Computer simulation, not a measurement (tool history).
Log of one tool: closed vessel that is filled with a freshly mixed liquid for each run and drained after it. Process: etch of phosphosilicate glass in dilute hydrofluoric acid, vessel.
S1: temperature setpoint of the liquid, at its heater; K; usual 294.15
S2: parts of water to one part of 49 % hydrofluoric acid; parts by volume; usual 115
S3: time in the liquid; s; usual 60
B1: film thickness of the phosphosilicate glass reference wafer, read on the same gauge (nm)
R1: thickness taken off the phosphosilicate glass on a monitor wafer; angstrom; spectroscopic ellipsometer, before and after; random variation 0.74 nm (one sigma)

run	hour	S1	S2	S3	B1	R1
1	0	294.15	115	60	120	948.4
2	41.4	294.15	115	60	119.99	962.9
# hour 61.4: gauge calibrated
3	104.3	294.15	115	60	119.99	961.8
4	138.6	291.65	115	60	119.98	868.2
5	209.1	294.15	115	60	120.01	962.2
6	243.5	294.15	115	60	120	978.4
# hour 302.7: thermometer replaced
7	308.1	294.15	115	60	120.01	973.4
8	333.1	294.15	115	60	119.99	960.7
# hour 352.5: hydrofluoric acid flow meter replaced
9	360.9	294.15	90	75	119.99	1519.6
10	420.7	297.15	140	60	119.99	830.2
11	445.6	292.65	115	60	120.02	870.4
12	510.3	297.15	140	60	120.04	835.8
13	554.1	294.15	115	60	120	920.3

The next listed run, before its measurement:
14	580.6	294.15	65	30	?	?

{"run 14": {"B1": 120.01, "R1": 854.1}}
Without the tool's hidden state the same run would have given R1 842.6 angstrom.
